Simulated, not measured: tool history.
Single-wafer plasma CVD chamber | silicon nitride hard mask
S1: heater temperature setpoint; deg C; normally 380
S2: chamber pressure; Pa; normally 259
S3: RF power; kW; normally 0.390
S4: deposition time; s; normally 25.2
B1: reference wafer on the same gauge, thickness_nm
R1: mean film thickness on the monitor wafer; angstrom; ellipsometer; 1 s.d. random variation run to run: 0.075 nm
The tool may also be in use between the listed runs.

run,hour,S1,S2,S3,S4,B1,R1
1,0.0,385,259,0.390,25.2,40.086,356.45
2,30.9,390,259,0.390,25.2,40.103,356.76
3,78.0,380,259,0.390,25.2,40.097,358.70
4,232.4,380,259,0.390,25.2,40.055,356.68
# hour 289.1: thermocouple changed; heater temperature recalibrated
# hour 303.7: RF generator calibrated
5,304.2,380,259,0.390,25.2,40.109,356.88
6,356.1,380,259,0.390,25.2,40.110,356.24
7,414.1,380,259,0.390,25.2,40.126,354.88
8,447.5,375,259,0.335,20.4,40.085,269.65
9,489.4,380,259,0.390,25.2,40.057,355.82
# hour 514.5: capacitance manometer re-zeroed and calibrated
10,538.6,375,259,0.335,20.4,40.104,275.94
# hour 570.7: showerhead replaced
11,579.0,380,259,0.390,30.2,40.118,434.46
12,629.1,374,259,0.390,25.2,40.103,363.92
13,673.6,380,259,0.390,25.2,40.096,362.01
# hour 724.4: gauge calibrated
14,728.9,380,289,0.390,27.1,40.121,408.21
15,789.2,387,259,0.345,25.2,40.085,342.32
16,849.0,380,259,0.390,25.2,40.105,361.51
17,893.6,394,227,0.390,29.6,40.095,394.99
18,922.0,380,259,0.390,25.2,40.106,363.18
19,973.0,380,259,0.420,25.2,40.100,373.37

Expected results for the next run?
20,1044.0,387,259,0.420,25.2,?,?

Run 20 came out at B1 40.114, R1 372.97 angstrom.
Were there no unlogged condition in the tool, this run, its random variation unchanged, would have produced R1 372.80 angstrom.
